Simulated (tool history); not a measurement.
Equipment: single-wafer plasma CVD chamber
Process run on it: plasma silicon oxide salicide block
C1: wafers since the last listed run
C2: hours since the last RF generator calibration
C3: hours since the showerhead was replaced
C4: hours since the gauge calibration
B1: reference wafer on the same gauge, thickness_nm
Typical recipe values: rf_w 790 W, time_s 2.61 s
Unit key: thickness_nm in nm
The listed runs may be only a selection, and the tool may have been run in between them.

{"run": 1, "hour": 0.0, "rf_w": 790, "time_s": 2.61, "C1": 0, "C2": 924.6, "C3": 5847.8, "C4": 425.2, "B1": 26.024, "thickness_nm": 28.78}
{"run": 2, "hour": 30.1, "rf_w": 790, "time_s": 2.25, "C1": 1307, "C2": 954.7, "C3": 5877.9, "C4": 455.3, "B1": 25.994, "thickness_nm": 24.756}
{"run": 3, "hour": 50.4, "rf_w": 790, "time_s": 2.25, "C1": 881, "C2": 975, "C3": 5898.2, "C4": 475.6, "B1": 25.982, "thickness_nm": 24.743}
{"run": 4, "hour": 66.2, "rf_w": 790, "time_s": 2.25, "C1": 686, "C2": 990.8, "C3": 5914, "C4": 491.4, "B1": 25.964, "thickness_nm": 24.574}
{"run": 5, "hour": 99.5, "rf_w": 790, "time_s": 2.61, "C1": 1446, "C2": 1024.1, "C3": 5947.3, "C4": 524.7, "B1": 26.011, "thickness_nm": 28.673}
{"run": 6, "hour": 125.7, "rf_w": 790, "time_s": 2.61, "C1": 1137, "C2": 1050.3, "C3": 5973.5, "C4": 550.9, "B1": 25.987, "thickness_nm": 28.745}
{"run": 7, "hour": 152.7, "rf_w": 790, "time_s": 2.61, "C1": 1172, "C2": 1077.3, "C3": 6000.5, "C4": 577.9, "B1": 26.015, "thickness_nm": 28.58}
{"run": 8, "hour": 186.3, "rf_w": 790, "time_s": 2.61, "C1": 1459, "C2": 1110.9, "C3": 6034.1, "C4": 611.5, "B1": 25.971, "thickness_nm": 28.39}
{"run": 9, "hour": 200.1, "rf_w": 790, "time_s": 2.61, "C1": 599, "C2": 1124.7, "C3": 6047.9, "C4": 625.3, "B1": 26.008, "thickness_nm": 28.719}
{"run": 10, "hour": 234.8, "rf_w": 860, "time_s": 2.61, "C1": 1507, "C2": 1159.4, "C3": 6082.6, "C4": 660, "B1": 26.025, "thickness_nm": 29.338}
{"run": 11, "hour": 255.0, "rf_w": 860, "time_s": 2.61, "C1": 877, "C2": 1179.6, "C3": 6102.8, "C4": 680.2, "B1": 25.978, "thickness_nm": 29.246}
{"run": 12, "hour": 278.1, "rf_w": 790, "time_s": 2.61, "C1": 1003, "C2": 1202.7, "C3": 6125.9, "C4": 703.3, "B1": 25.993, "thickness_nm": 28.546}
{"run": 13, "hour": 297.1, "rf_w": 790, "time_s": 2.61, "C1": 825, "C2": 1221.7, "C3": 6144.9, "C4": 722.3, "B1": 26.004, "thickness_nm": 28.643}
{"run": 14, "hour": 324.1, "rf_w": 790, "time_s": 2.61, "C1": 1172, "C2": 1248.7, "C3": 6171.9, "C4": 749.3, "B1": 25.994, "thickness_nm": 28.421}
{"run": 15, "hour": 351.8, "rf_w": 790, "time_s": 2.61, "C1": 1203, "C2": 1276.4, "C3": 6199.6, "C4": 777, "B1": 26.001, "thickness_nm": 28.629}
{"run": 16, "hour": 364.7, "rf_w": 790, "time_s": 2.61, "C1": 560, "C2": 1289.3, "C3": 6212.5, "C4": 789.9, "B1": 26.006, "thickness_nm": 28.592}
{"run": 17, "hour": 393.5, "rf_w": 790, "time_s": 2.61, "C1": 1250, "C2": 1318.1, "C3": 6241.3, "C4": 818.7, "B1": 25.993, "thickness_nm": 28.683}
{"run": 18, "hour": 417.1, "rf_w": 790, "time_s": 2.92, "C1": 1024, "C2": 1341.7, "C3": 6264.9, "C4": 842.3, "B1": 26.007, "thickness_nm": 32.165}
{"run": 19, "hour": 449.5, "rf_w": 790, "time_s": 2.22, "C1": 1407, "C2": 1374.1, "C3": 6297.3, "C4": 874.7, "B1": 25.99, "thickness_nm": 24.35}
{"run": 20, "hour": 462.5, "rf_w": 790, "time_s": 2.22, "C1": 564, "C2": 1387.1, "C3": 6310.3, "C4": 887.7, "B1": 26.02, "thickness_nm": 24.176}
{"run": 21, "hour": 489.2, "rf_w": 790, "time_s": 2.22, "C1": 1159, "C2": 1413.8, "C3": 6337, "C4": 914.4, "B1": 25.983, "thickness_nm": 24.269}
{"run": 22, "hour": 520.0, "rf_w": 665, "time_s": 2.61, "C1": 1337, "C2": 1444.6, "C3": 6367.8, "C4": 945.2, "B1": 25.997, "thickness_nm": 26.816}
{"run": 23, "hour": 589.1, "rf_w": 930, "time_s": 2.82, "C1": 3000, "C2": 1513.7, "C3": 6436.9, "C4": 1014.3, "B1": 26.005, "thickness_nm": 32.183}
{"run": 24, "hour": 610.7, "rf_w": 845, "time_s": 2.17, "C1": 938, "C2": 1535.3, "C3": 6458.5, "C4": 1035.9, "B1": 26.013, "thickness_nm": 24.116}
{"run": 25, "hour": 623.4, "rf_w": 790, "time_s": 2.61, "C1": 551, "C2": 1548, "C3": 6471.2, "C4": 1048.6, "B1": 25.975, "thickness_nm": 28.435}
{"run": 26, "hour": 649.1, "rf_w": 790, "time_s": 2.61, "C1": 1116, "C2": 1573.7, "C3": 6496.9, "C4": 1074.3, "B1": 25.995, "thickness_nm": 28.356}
{"run": 27, "hour": 679.4, "rf_w": 790, "time_s": 2.61, "C1": 1315, "C2": 1604, "C3": 6527.2, "C4": 1104.6, "B1": 25.996, "thickness_nm": 28.354}
{"hour": 692.5, "done": "gauge calibrated"}
{"hour": 702.8, "done": "showerhead replaced"}
{"run": 28, "hour": 703.3, "rf_w": 790, "time_s": 2.1, "C1": 690, "C2": 1627.9, "C3": 0.5, "C4": 10.8, "B1": 26.004, "thickness_nm": 22.869}
{"run": 29, "hour": 732.1, "rf_w": 650, "time_s": 2.88, "C1": 1250, "C2": 1656.7, "C3": 29.3, "C4": 39.6, "B1": 25.998, "thickness_nm": 29.296}
{"run": 30, "hour": 744.7, "rf_w": 690, "time_s": 2.84, "C1": 547, "C2": 1669.3, "C3": 41.9, "C4": 52.2, "B1": 25.988, "thickness_nm": 29.44}
{"run": 31, "hour": 764.1, "rf_w": 790, "time_s": 2.76, "C1": 842, "C2": 1688.7, "C3": 61.3, "C4": 71.6, "B1": 26.007, "thickness_nm": 29.801}
{"hour": 774.9, "done": "RF generator calibrated"}
{"run": 32, "hour": 788.1, "rf_w": 665, "time_s": 2.61, "C1": 694, "C2": 13.2, "C3": 85.3, "C4": 95.6, "B1": 26.005, "thickness_nm": 27.534}
{"run": 33, "hour": 801.7, "rf_w": 875, "time_s": 2.88, "C1": 590, "C2": 26.8, "C3": 98.9, "C4": 109.2, "B1": 26.002, "thickness_nm": 33.257}
{"run": 34, "hour": 897.4, "rf_w": 790, "time_s": 2.61, "C1": 4156, "C2": 122.5, "C3": 194.6, "C4": 204.9, "B1": 25.985, "thickness_nm": 29.013}

What will run 35 give?
{"run": 35, "hour": 919.9, "rf_w": 700, "time_s": 3.13, "C1": 977, "C2": 145, "C3": 217.1, "C4": 227.4, "B1": "?", "thickness_nm": "?"}

B1: 25.986
thickness_nm: 33.672 nm
Had the tool carried no hidden state, the very same run would have given thickness_nm 33.843 nm.
